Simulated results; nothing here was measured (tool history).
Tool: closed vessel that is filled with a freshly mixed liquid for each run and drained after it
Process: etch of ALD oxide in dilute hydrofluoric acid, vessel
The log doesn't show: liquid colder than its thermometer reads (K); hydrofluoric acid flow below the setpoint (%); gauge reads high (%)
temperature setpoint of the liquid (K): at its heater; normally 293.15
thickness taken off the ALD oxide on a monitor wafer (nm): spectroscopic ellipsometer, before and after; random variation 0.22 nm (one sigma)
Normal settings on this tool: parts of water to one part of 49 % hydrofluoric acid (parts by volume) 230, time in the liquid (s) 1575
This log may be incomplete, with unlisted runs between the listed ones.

run   hour  temperature setpoint of the liquid (K)  parts of water to one part of 49 % hydrofluoric acid (parts by volume)  time in the liquid (s)  wafers since the last listed run  hours since the thermometer was replaced  hours since the hydrofluoric acid flow meter was replaced  hours since the gauge calibration  read-back film thickness of the ALD oxide reference wafer, read on the same gauge (nm)  thickness taken off the ALD oxide on a monitor wafer (nm)
  1    0.0                                  296.15                                                                     230                    1575                                 0                                     655.9                                                     1591.5                               64.3                                                                                  140.01                                                      57.32
  2   57.0                                  296.15                                                                     230                    1575                              2186                                     712.9                                                     1648.5                              121.3                                                                                  140.01                                                      57.75
  3   85.7                                  293.15                                                                     230                    1575                              1101                                     741.6                                                     1677.2                              150.0                                                                                  140.00                                                      51.29
  4  191.8                                  293.15                                                                     295                    1575                              4070                                     847.7                                                     1783.3                              256.1                                                                                  140.00                                                      37.99
  5  217.8                                  293.15                                                                     295                    1575                               997                                     873.7                                                     1809.3                              282.1                                                                                  139.99                                                      37.68
  6  244.6                                  293.15                                                                     295                    1575                              1028                                     900.5                                                     1836.1                              308.9                                                                                  139.99                                                      37.89
     250.5  -- thermometer replaced
  7  280.2                                  293.15                                                                     230                    1575                              1327                                      29.7                                                     1871.7                              344.5                                                                                  139.99                                                      51.29
     287.7  -- gauge calibrated
  8  295.8                                  293.15                                                                     230                    1575                               598                                      45.3                                                     1887.3                                8.1                                                                                  140.01                                                      51.53
  9  318.3                                  293.15                                                                     230                    1575                               863                                      67.8                                                     1909.8                               30.6                                                                                  139.99                                                      51.30
     324.0  -- hydrofluoric acid flow meter replaced
 10  351.7                                  293.15                                                                     230                    1575                              1242                                     101.2                                                       27.7                               64.0                                                                                  140.00                                                      51.60
 11  383.9                                  293.15                                                                     230                    1575                              1235                                     133.4                                                       59.9                               96.2                                                                                  140.02                                                      51.96
 12  403.3                                  293.15                                                                     230                    2295                               744                                     152.8                                                       79.3                              115.6                                                                                  140.01                                                      75.10
 13  419.9                                  297.65                                                                     130                    1025                               636                                     169.4                                                       95.9                              132.2                                                                                  140.02                                                      77.82
 14  450.0                                  293.15                                                                     315                    1575                              1154                                     199.5                                                      126.0                              162.3                                                                                  140.02                                                      34.72
 15  465.2                                  296.65                                                                     305                    1020                               583                                     214.7                                                      141.2                              177.5                                                                                  140.00                                                      26.51
 16  491.8                                  293.15                                                                     230                    1575                              1020                                     241.3                                                      167.8                              204.1                                                                                  140.01                                                      51.54
 17  521.0                                  291.65                                                                     295                     650                              1120                                     270.5                                                      197.0                              233.3                                                                                  140.00                                                      14.81
 18  546.7                                  290.15                                                                     330                    2100                               985                                     296.2                                                      222.7                              259.0                                                                                  140.00                                                      39.06
 19  580.2                                  293.15                                                                     230                    1575                              1285                                     329.7                                                      256.2                              292.5                                                                                  139.98                                                      51.79

Run 20, settings as shown, results not yet in. Your forecast:
 20  594.3                                  290.15                                                                     190                    2165                               540                                     343.8                                                      270.3                              306.6                                                                                       ?                                                          ?

Run 20 came out at read-back film thickness of the ALD oxide reference wafer, read on the same gauge (nm) 140.02, thickness taken off the ALD oxide on a monitor wafer (nm) 78.70.
With the hidden condition absent and the run-to-run variation left alone, this run would have shown thickness taken off the ALD oxide on a monitor wafer (nm) 78.70.
